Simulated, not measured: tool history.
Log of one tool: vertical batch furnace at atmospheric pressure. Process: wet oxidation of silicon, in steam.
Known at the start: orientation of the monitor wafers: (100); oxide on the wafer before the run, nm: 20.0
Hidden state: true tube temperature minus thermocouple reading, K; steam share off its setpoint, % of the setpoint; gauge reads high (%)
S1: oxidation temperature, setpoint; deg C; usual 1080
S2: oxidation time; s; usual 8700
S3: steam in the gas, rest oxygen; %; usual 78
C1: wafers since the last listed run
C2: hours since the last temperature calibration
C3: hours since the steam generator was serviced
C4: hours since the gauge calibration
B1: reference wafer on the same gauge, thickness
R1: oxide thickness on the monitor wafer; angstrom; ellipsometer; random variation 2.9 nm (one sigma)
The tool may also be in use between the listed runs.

{"run": 1, "day": 0.0, "S1": 1080, "S2": 8700, "S3": 72, "C1": 0, "C2": 3560.6, "C3": 1066.4, "C4": 238.9, "B1": 1119.2, "R1": 8680.3}
{"run": 2, "day": 1.408, "S1": 1070, "S2": 8700, "S3": 78, "C1": 446, "C2": 3594.4, "C3": 1100.2, "C4": 272.7, "B1": 1119.37, "R1": 8720.8}
{"run": 3, "day": 3.129, "S1": 1070, "S2": 8700, "S3": 78, "C1": 545, "C2": 3635.7, "C3": 1141.5, "C4": 314.0, "B1": 1118.61, "R1": 8676.9}
{"run": 4, "day": 4.95, "S1": 1080, "S2": 8700, "S3": 78, "C1": 577, "C2": 3679.4, "C3": 1185.2, "C4": 357.7, "B1": 1118.8, "R1": 9048.9}
{"run": 5, "day": 7.358, "S1": 1080, "S2": 8700, "S3": 78, "C1": 763, "C2": 3737.2, "C3": 1243.0, "C4": 415.5, "B1": 1118.42, "R1": 9040.2}
{"run": 6, "day": 10.279, "S1": 1080, "S2": 7110, "S3": 78, "C1": 925, "C2": 3807.3, "C3": 1313.1, "C4": 485.6, "B1": 1119.37, "R1": 8065.3}
{"run": 7, "day": 12.25, "S1": 1080, "S2": 7110, "S3": 78, "C1": 624, "C2": 3854.6, "C3": 1360.4, "C4": 532.9, "B1": 1118.9, "R1": 8078.3}
{"run": 8, "day": 13.55, "S1": 1089, "S2": 11220, "S3": 78, "C1": 412, "C2": 3885.8, "C3": 1391.6, "C4": 564.1, "B1": 1119.62, "R1": 10701.9}
{"run": 9, "day": 14.792, "S1": 1080, "S2": 8700, "S3": 69, "C1": 393, "C2": 3915.6, "C3": 1421.4, "C4": 593.9, "B1": 1118.8, "R1": 8465.3}
{"run": 10, "day": 15.967, "S1": 1080, "S2": 8700, "S3": 81, "C1": 372, "C2": 3943.8, "C3": 1449.6, "C4": 622.1, "B1": 1118.06, "R1": 9217.1}
{"run": 11, "day": 18.425, "S1": 1080, "S2": 8700, "S3": 81, "C1": 779, "C2": 4002.8, "C3": 1508.6, "C4": 681.1, "B1": 1119.66, "R1": 9166.6}
{"run": 12, "day": 20.221, "S1": 1080, "S2": 8700, "S3": 78, "C1": 569, "C2": 4045.9, "C3": 1551.7, "C4": 724.2, "B1": 1118.92, "R1": 8989.6}
{"run": 13, "day": 22.571, "S1": 1080, "S2": 8700, "S3": 78, "C1": 744, "C2": 4102.3, "C3": 1608.1, "C4": 780.6, "B1": 1119.16, "R1": 9014.1}
{"day": 24.446, "done": "thermocouples replaced and temperature profile calibrated"}
{"day": 24.467, "done": "gauge calibrated"}
{"day": 25.388, "done": "steam generator serviced"}
{"run": 14, "day": 25.492, "S1": 1080, "S2": 8700, "S3": 78, "C1": 311, "C2": 25.1, "C3": 2.5, "C4": 24.6, "B1": 1119.06, "R1": 9462.3}
{"run": 15, "day": 28.288, "S1": 1080, "S2": 6900, "S3": 78, "C1": 886, "C2": 92.2, "C3": 69.6, "C4": 91.7, "B1": 1118.45, "R1": 8266.1}
{"run": 16, "day": 30.083, "S1": 1060, "S2": 7440, "S3": 78, "C1": 569, "C2": 135.3, "C3": 112.7, "C4": 134.8, "B1": 1119.95, "R1": 7959.3}
{"run": 17, "day": 32.871, "S1": 1068, "S2": 8700, "S3": 78, "C1": 883, "C2": 202.2, "C3": 179.6, "C4": 201.7, "B1": 1118.73, "R1": 8883.0}
{"run": 18, "day": 34.779, "S1": 1080, "S2": 10080, "S3": 78, "C1": 604, "C2": 248.0, "C3": 225.4, "C4": 247.5, "B1": 1119.05, "R1": 10076.7}
{"run": 19, "day": 35.783, "S1": 1080, "S2": 7470, "S3": 78, "C1": 318, "C2": 272.1, "C3": 249.5, "C4": 271.6, "B1": 1119.21, "R1": 8509.7}
{"run": 20, "day": 37.842, "S1": 1080, "S2": 8700, "S3": 78, "C1": 652, "C2": 321.5, "C3": 298.9, "C4": 321.0, "B1": 1118.57, "R1": 9259.0}
{"run": 21, "day": 39.771, "S1": 1080, "S2": 8700, "S3": 81, "C1": 611, "C2": 367.8, "C3": 345.2, "C4": 367.3, "B1": 1118.54, "R1": 9417.7}
{"run": 22, "day": 42.129, "S1": 1058, "S2": 7530, "S3": 72, "C1": 747, "C2": 424.4, "C3": 401.8, "C4": 423.9, "B1": 1118.72, "R1": 7387.8}
{"run": 23, "day": 43.254, "S1": 1080, "S2": 8700, "S3": 78, "C1": 356, "C2": 451.4, "C3": 428.8, "C4": 450.9, "B1": 1119.48, "R1": 9202.2}
{"run": 24, "day": 44.542, "S1": 1055, "S2": 8700, "S3": 67, "C1": 408, "C2": 482.3, "C3": 459.7, "C4": 481.8, "B1": 1119.55, "R1": 7604.9}
{"run": 25, "day": 47.333, "S1": 1063, "S2": 8700, "S3": 78, "C1": 885, "C2": 549.3, "C3": 526.7, "C4": 548.8, "B1": 1118.5, "R1": 8620.1}

4 ways to go on from here, each from the tool as it stands after run 25. What would each give?
{"run": "A", "day": 47.571, "S1": 1080, "S2": 8700, "S3": 78, "C1": 75, "C2": 555.0, "C3": 532.4, "C4": 554.5, "B1": "?", "R1": "?"}
{"run": "B", "day": 47.571, "S1": 1104, "S2": 8700, "S3": 75, "C1": 75, "C2": 555.0, "C3": 532.4, "C4": 554.5, "B1": "?", "R1": "?"}
{"run": "C", "day": 47.571, "S1": 1087, "S2": 8700, "S3": 68, "C1": 75, "C2": 555.0, "C3": 532.4, "C4": 554.5, "B1": "?", "R1": "?"}
{"run": "D", "day": 47.571, "S1": 1066, "S2": 11280, "S3": 84, "C1": 75, "C2": 555.0, "C3": 532.4, "C4": 554.5, "B1": "?", "R1": "?"}

run=A B1=1119.56 R1=9156.5
run=B B1=1119.56 R1=9740.5
run=C B1=1119.56 R1=8713.7
run=D B1=1119.56 R1=10432.7
Without the tool's hidden state the same runs would have given:
run=A R1=9441.9
run=B R1=10038.0
run=C R1=8984.9
run=D R1=10758.4
